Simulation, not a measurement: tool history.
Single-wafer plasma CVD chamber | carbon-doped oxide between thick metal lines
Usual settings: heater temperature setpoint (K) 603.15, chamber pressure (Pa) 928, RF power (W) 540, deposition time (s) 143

run,day,heater temperature setpoint (K),chamber pressure (Pa),RF power (W),deposition time (s),"read-back reference wafer on the same gauge, thickness_nm",mean film thickness on the monitor wafer (angstrom)
1,0,603.15,928,540,143,813.807,7978.19
# day 1.954: RF generator calibrated
2,1.975,603.15,928,540,143,814.376,8103.44
3,3.717,606.15,928,540,143,814.406,8008.26
4,5.721,606.15,928,540,143,813.735,7972.68
5,6.917,609.15,928,540,143,814.972,7927.06
6,8.425,603.15,928,540,143,814.991,8108.79
7,10.042,603.15,928,540,143,814.747,8095.8
8,16.8,600.15,928,540,143,814.974,8063.15
9,19.254,603.15,928,540,143,814.692,8007.14
10,21.35,603.15,928,540,143,814.483,7975.26
11,24.017,603.15,928,505,159,814.747,8279.23
12,25.971,618.15,717,635,157,815.891,9419.79
13,27.079,603.15,928,540,143,814.591,7919.91
# day 27.921: gauge calibrated
# day 28.546: thermocouple changed; heater temperature recalibrated
14,30.025,603.15,928,495,143,814.438,7398.24
15,31.2,603.15,928,445,143,815.506,6453.96
# day 32.138: RF generator calibrated
16,32.483,590.15,928,540,143,815.677,8593.9
17,35.346,603.15,928,540,143,815.004,8150.7
18,38,603.15,928,540,143,815.423,8164.66
19,39.696,590.15,1031,595,124,815.232,8074.25
20,42.204,614.15,1051,495,164,813.932,8268.61
# day 44.546: showerhead replaced
21,45.058,603.15,928,460,127,814.413,6007.24
# day 45.55: capacitance manometer re-zeroed and calibrated
22,46.954,603.15,753,540,119,814.759,6549.69
23,49.2,589.15,928,540,171,815.242,10015.98
24,57.308,603.15,928,515,121,814.312,6436.19
25,60.079,603.15,928,540,143,814.365,7996.31
26,62.292,603.15,928,540,143,815.48,7948.02
27,64.65,591.15,791,495,170,815.309,8816.04

Forecast each of these 5 alternatives for the next run:
A,64.667,603.15,928,540,116,?,?
B,64.667,591.15,768,575,171,?,?
C,64.667,603.15,928,540,168,?,?
D,64.667,603.15,928,495,170,?,?
E,64.667,609.15,815,570,151,?,?

run,"read-back reference wafer on the same gauge, thickness_nm",mean film thickness on the monitor wafer (angstrom)
A,814.824,6463.35
B,814.824,10307.92
C,814.824,9347.26
D,814.824,8655.75
E,814.824,8576.98
Without the tool's hidden state the same runs would have given:
run,mean film thickness on the monitor wafer (angstrom)
A,6714.13
B,10734.57
C,9709.93
D,8996.94
E,8896.59
